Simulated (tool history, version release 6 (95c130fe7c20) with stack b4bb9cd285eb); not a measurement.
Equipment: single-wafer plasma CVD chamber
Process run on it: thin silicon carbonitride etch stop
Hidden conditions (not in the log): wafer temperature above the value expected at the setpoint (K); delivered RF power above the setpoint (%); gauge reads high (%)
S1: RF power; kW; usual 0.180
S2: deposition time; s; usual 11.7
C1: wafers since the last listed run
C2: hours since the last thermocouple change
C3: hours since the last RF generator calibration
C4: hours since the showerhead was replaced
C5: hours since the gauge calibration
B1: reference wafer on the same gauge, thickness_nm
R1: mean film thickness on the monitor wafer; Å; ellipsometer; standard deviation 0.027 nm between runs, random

run	hour	S1	S2	C1	C2	C3	C4	C5	B1	R1
1	0.0	0.200	11.7	0	437.9	888.9	737.8	855.2	6.414	65.32
2	89.4	0.200	11.7	2550	527.3	978.3	827.2	944.6	6.418	64.93
3	195.7	0.160	11.7	3032	633.6	1084.6	933.5	1050.9	6.420	60.77
4	252.8	0.160	11.7	1628	690.7	1141.7	990.6	1108.0	6.421	60.12
5	333.7	0.180	11.7	2307	771.6	1222.6	1071.5	1188.9	6.415	62.69
# hour 401.8: RF generator calibrated
6	402.3	0.180	11.7	1728	840.2	0.5	1140.1	1257.5	6.426	64.11
7	459.1	0.180	11.7	1620	897.0	57.3	1196.9	1314.3	6.417	63.68
8	552.2	0.180	11.7	2655	990.1	150.4	1290.0	1407.4	6.418	63.87
9	609.0	0.190	12.8	1620	1046.9	207.2	1346.8	1464.2	6.413	70.87
10	657.3	0.190	12.8	1377	1095.2	255.5	1395.1	1512.5	6.423	71.17
11	749.4	0.180	13.1	2627	1187.3	347.6	1487.2	1604.6	6.414	71.39
12	857.1	0.180	13.1	3072	1295.0	455.3	1594.9	1712.3	6.422	71.19
13	946.5	0.180	11.7	2550	1384.4	544.7	1684.3	1801.7	6.417	63.49
14	1006.3	0.180	11.7	1705	1444.2	604.5	1744.1	1861.5	6.425	62.79
15	1055.9	0.180	11.7	1414	1493.8	654.1	1793.7	1911.1	6.420	62.98
16	1116.6	0.180	11.7	1731	1554.5	714.8	1854.4	1971.8	6.430	62.90
17	1203.0	0.180	11.7	2464	1640.9	801.2	1940.8	2058.2	6.415	63.30
# hour 1248.0: gauge calibrated
18	1295.4	0.180	11.7	2635	1733.3	893.6	2033.2	47.4	6.425	62.47
19	1342.5	0.155	11.1	1343	1780.4	940.7	2080.3	94.5	6.430	56.59
20	1448.6	0.145	13.3	3026	1886.5	1046.8	2186.4	200.6	6.420	66.41
# hour 1557.3: thermocouple changed; heater temperature recalibrated
21	1557.8	0.150	13.5	2886	0.5	1156.0	2295.6	309.8	6.428	67.84
22	1658.1	0.180	11.7	2861	100.8	1256.3	2395.9	410.1	6.421	62.09
23	1712.1	0.190	9.7	1540	154.8	1310.3	2449.9	464.1	6.414	52.97
24	1773.9	0.145	12.7	1762	216.6	1372.1	2511.7	525.9	6.425	62.63
25	1861.9	0.170	11.1	2510	304.6	1460.1	2599.7	613.9	6.418	58.04
# hour 1898.5: RF generator calibrated
26	1959.3	0.145	9.9	2550	402.0	60.8	2697.1	711.3	6.428	50.01
# hour 1974.4: showerhead replaced
27	2017.8	0.215	13.1	1440	460.5	119.3	43.4	769.8	6.414	75.66
28	2101.7	0.205	11.7	2393	544.4	203.2	127.3	853.7	6.422	66.65
29	2197.5	0.215	12.9	2732	640.2	299.0	223.1	949.5	6.417	74.26
30	2294.6	0.180	11.7	2769	737.3	396.1	320.2	1046.6	6.425	63.25
31	2334.1	0.180	11.7	1126	776.8	435.6	359.7	1086.1	6.417	62.92
32	2387.5	0.180	9.4	1523	830.2	489.0	413.1	1139.5	6.418	50.66
33	2488.7	0.180	13.2	2886	931.4	590.2	514.3	1240.7	6.421	71.12
34	2532.7	0.180	11.7	1255	975.4	634.2	558.3	1284.7	6.423	62.69

The tool's hidden state at each run:
wafer temperature above the value expected at the setpoint (K): 0 on each run
gauge reads high (%): 0 on each run
H1: delivered RF power above the setpoint (%)
run	H1
1	-5.23
2	-5.75
3	-6.36
4	-6.69
5	-7.16
6	-1.22
7	-1.55
8	-2.09
9	-2.42
10	-2.7
11	-3.23
12	-3.85
13	-4.37
14	-4.71
15	-5
16	-5.35
17	-5.85
18	-6.38
19	-6.65
20	-7.26
21	-7.89
22	-8.47
23	-8.78
24	-9.14
25	-9.65
26	-1.9
27	-2.24
28	-2.73
29	-3.28
30	-3.84
31	-4.07
32	-4.38
33	-4.96
34	-5.21
